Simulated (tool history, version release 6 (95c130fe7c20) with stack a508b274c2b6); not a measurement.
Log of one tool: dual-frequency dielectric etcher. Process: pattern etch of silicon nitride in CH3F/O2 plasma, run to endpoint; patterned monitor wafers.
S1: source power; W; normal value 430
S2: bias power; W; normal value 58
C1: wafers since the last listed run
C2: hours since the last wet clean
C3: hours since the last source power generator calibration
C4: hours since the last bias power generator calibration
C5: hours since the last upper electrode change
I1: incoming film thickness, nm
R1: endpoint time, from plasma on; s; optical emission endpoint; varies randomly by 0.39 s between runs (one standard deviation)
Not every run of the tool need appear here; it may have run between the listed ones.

run   hour   S1  S2   C1     C2      C3      C4      C5     I1     R1
  1    0.0  430  58    0  276.4  3649.7  2250.5  5987.5  100.9  130.0
  2    8.7  430  58   53  285.1  3658.4  2259.2  5996.2   99.2  127.1
  3   22.7  430  58   85  299.1  3672.4  2273.2  6010.2  100.1  128.5
  4   30.5  430  58   47  306.9  3680.2  2281.0  6018.0   99.4  127.4
  5   40.8  430  58   63  317.2  3690.5  2291.3  6028.3  100.3  129.2
  6   53.6  430  58   78  330.0  3703.3  2304.1  6041.1   99.7  127.1
  7   62.9  430  47   57  339.3  3712.6  2313.4  6050.4   99.9  133.7
  8   77.5  370  58   89  353.9  3727.2  2328.0  6065.0  100.3  133.6
  9   83.8  370  58   38  360.2  3733.5  2334.3  6071.3  100.9  134.6
 10  114.4  370  58  187  390.8  3764.1  2364.9  6101.9  100.3  133.9
     145.1  -- upper electrode replaced
 11  145.6  430  58   44  422.0  3795.3  2396.1     0.5  100.7  127.6
 12  145.9  430  49    1  422.3  3795.6  2396.4     0.8  100.2  132.6
 13  154.3  430  49   51  430.7  3804.0  2404.8     9.2   99.6  131.6
 14  165.1  430  58   66  441.5  3814.8  2415.6    20.0   99.4  125.9
 15  175.2  430  58   61  451.6  3824.9  2425.7    30.1  100.5  127.5
 16  183.2  400  48   49  459.6  3832.9  2433.7    38.1  100.6  136.1
     229.8  -- wet clean of the chamber
 17  230.3  530  62  141    0.5  3880.0  2480.8    85.2   99.5  120.1
 18  230.7  500  54    2    0.9  3880.4  2481.2    85.6  100.1  127.0
 19  244.0  380  68   81   14.2  3893.7  2494.5    98.9  101.6  131.4
 20  259.0  340  64   92   29.2  3908.7  2509.5   113.9   99.0  135.0
 21  276.0  430  66  104   46.2  3925.7  2526.5   130.9   99.9  126.1
 22  289.2  430  58   80   59.4  3938.9  2539.7   144.1  100.0  130.4
 23  296.1  500  54   42   66.3  3945.8  2546.6   151.0  100.5  127.5
 24  310.9  370  45   90   81.1  3960.6  2561.4   165.8  100.9  146.1
 25  321.0  430  58   61   91.2  3970.7  2571.5   175.9  100.0  130.5
 26  336.9  480  64   97  107.1  3986.6  2587.4   191.8   99.6  121.8
     342.5  -- source power generator calibrated
 27  350.6  360  69   59  120.8     8.1  2601.1   205.5   99.6  129.4
     356.2  -- bias power generator calibrated
 28  359.0  430  69   26  129.2    16.5     2.8   213.9   99.8  124.0
 29  375.3  430  49   99  145.5    32.8    19.1   230.2   99.5  133.7
 30  389.2  430  68   85  159.4    46.7    33.0   244.1  100.2  124.6
 31  406.3  430  58  104  176.5    63.8    50.1   261.2  100.9  130.1
 32  414.1  460  46   47  184.3    71.6    57.9   269.0   99.5  132.6
 33  465.3  430  58  314  235.5   122.8   109.1   320.2   99.1  127.0
 34  480.6  460  49   93  250.8   138.1   124.4   335.5  100.4  131.7

Difference, measured minus no-hidden-state, one row per run. Run-to-run variation is common to both terms; the gauge's own scatter need not be:
The hidden state here: etch rate over this chamber's usual, %; source power that arrives over what is set, %; bias power that arrives over what is set, %.
run    R1
  1  -2.7
  2  -2.8
  3  -2.9
  4  -3.0
  5  -3.1
  6  -3.3
  7  -3.5
  8  -3.7
  9  -3.8
 10  -4.1
 11  -4.2
 12  -4.4
 13  -4.4
 14  -4.3
 15  -4.5
 16  -4.9
 17  -0.2
 18  -0.2
 19  -0.4
 20  -0.5
 21  -0.7
 22  -0.8
 23  -0.8
 24  -1.1
 25  -1.1
 26  -1.2
 27  -1.5
 28  -1.5
 29  -1.7
 30  -1.8
 31  -2.0
 32  -2.1
 33  -2.6
 34  -2.9
